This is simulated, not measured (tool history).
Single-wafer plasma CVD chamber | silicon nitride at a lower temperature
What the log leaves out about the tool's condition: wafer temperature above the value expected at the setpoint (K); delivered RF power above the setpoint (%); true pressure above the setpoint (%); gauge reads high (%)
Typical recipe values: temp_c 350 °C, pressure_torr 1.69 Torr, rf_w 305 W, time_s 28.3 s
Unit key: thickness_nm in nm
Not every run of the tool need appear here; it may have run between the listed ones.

run    hour  temp_c  pressure_torr  rf_w  time_s  wafers since the last listed run  hours since the last thermocouple change  hours since the last RF generator calibration  hours since the last manometer calibration  hours since the showerhead was replaced  hours since the gauge calibration  read-back reference wafer on the same gauge, thickness_nm  thickness_nm
  1     0.0     350           1.58   305    28.3                                 0                                     643.2                                          776.4                                      1621.0                                   2532.2                                1.6                                                     32.109        32.862
  2   105.6     350           1.69   305    28.3                              1536                                     748.8                                          882.0                                      1726.6                                   2637.8                              107.2                                                     32.103        34.017
  3   177.7     350           1.69   305    28.3                              1049                                     820.9                                          954.1                                      1798.7                                   2709.9                              179.3                                                     32.081        33.918
  4   259.5     350           1.69   305    28.3                              1190                                     902.7                                         1035.9                                      1880.5                                   2791.7                              261.1                                                     32.084        33.550
  5   317.9     350           1.69   305    28.3                               849                                     961.1                                         1094.3                                      1938.9                                   2850.1                              319.5                                                     32.116        33.610
      456.4  -- showerhead replaced
      523.4  -- RF generator calibrated
      550.8  -- capacitance manometer re-zeroed and calibrated
  6   603.7     350           1.69   305    28.3                              3809                                    1246.9                                           80.3                                        52.9                                    147.3                              605.3                                                     32.146        33.827
  7   672.6     350           1.69   285    28.3                              1002                                    1315.8                                          149.2                                       121.8                                    216.2                              674.2                                                     32.086        32.264
  8   728.2     350           1.69   285    28.3                               809                                    1371.4                                          204.8                                       177.4                                    271.8                              729.8                                                     32.116        32.386
  9   800.5     350           1.69   285    28.3                              1052                                    1443.7                                          277.1                                       249.7                                    344.1                              802.1                                                     32.105        32.219
 10  1053.3     350           1.42   305    25.8                              3678                                    1696.5                                          529.9                                       502.5                                    596.9                             1054.9                                                     32.101        28.595
 11  1217.8     350           1.42   305    25.8                              2393                                    1861.0                                          694.4                                       667.0                                    761.4                             1219.4                                                     32.104        28.658
 12  1270.0     350           1.69   270    33.6                               759                                    1913.2                                          746.6                                       719.2                                    813.6                             1271.6                                                     32.115        37.171
 13  1338.6     340           1.69   345    28.3                               998                                    1981.8                                          815.2                                       787.8                                    882.2                             1340.2                                                     32.100        36.658
 14  1426.4     350           1.96   305    28.3                              1277                                    2069.6                                          903.0                                       875.6                                    970.0                             1428.0                                                     32.072        36.017
     1474.1  -- thermocouple changed; heater temperature recalibrated
 15  1494.4     344           1.69   305    28.3                               873                                      20.3                                          971.0                                       943.6                                   1038.0                             1496.0                                                     32.104        34.085
     1536.9  -- gauge calibrated
 16  1548.3     350           2.06   360    28.3                               784                                      74.2                                         1024.9                                       997.5                                   1091.9                               11.4                                                     32.124        40.678
     1572.6  -- RF generator calibrated
 17  1616.6     350           1.69   305    23.4                               877                                     142.5                                           44.0                                      1065.8                                   1160.2                               79.7                                                     32.124        27.926
 18  1666.8     350           1.43   305    28.3                               730                                     192.7                                           94.2                                      1116.0                                   1210.4                              129.9                                                     32.091        31.657
 19  1730.9     339           1.96   270    28.3                               932                                     256.8                                          158.3                                      1180.1                                   1274.5                              194.0                                                     32.132        32.926
 20  1814.9     350           1.69   305    28.3                              1222                                     340.8                                          242.3                                      1264.1                                   1358.5                              278.0                                                     32.163        33.892
 21  1889.0     341           1.69   305    24.8                              1078                                     414.9                                          316.4                                      1338.2                                   1432.6                              352.1                                                     32.125        29.543
 22  1937.8     350           1.40   305    28.3                               710                                     463.7                                          365.2                                      1387.0                                   1481.4                              400.9                                                     32.071        31.031
 23  2105.6     350           1.54   305    28.3                              2441                                     631.5                                          533.0                                      1554.8                                   1649.2                              568.7                                                     32.092        32.598
 24  2193.2     350           1.69   305    26.1                              1274                                     719.1                                          620.6                                      1642.4                                   1736.8                              656.3                                                     32.116        31.200
 25  2232.4     350           1.69   305    28.3                               570                                     758.3                                          659.8                                      1681.6                                   1776.0                              695.5                                                     32.071        34.031
 26  2305.8     343           1.69   305    28.3                              1068                                     831.7                                          733.2                                      1755.0                                   1849.4                              768.9                                                     32.111        34.063
 27  2361.1     340           1.54   260    28.3                               804                                     887.0                                          788.5                                      1810.3                                   1904.7                              824.2                                                     32.073        29.240
 28  2494.5     350           1.40   305    30.2                              1941                                    1020.4                                          921.9                                      1943.7                                   2038.1                              957.6                                                     32.087        33.218

What was the tool's hidden state at every run in the log?
wafer temperature above the value expected at the setpoint (K): 0 in every run
delivered RF power above the setpoint (%): 0 in every run
true pressure above the setpoint (%): 0 in every run
gauge reads high (%): 0 in every run
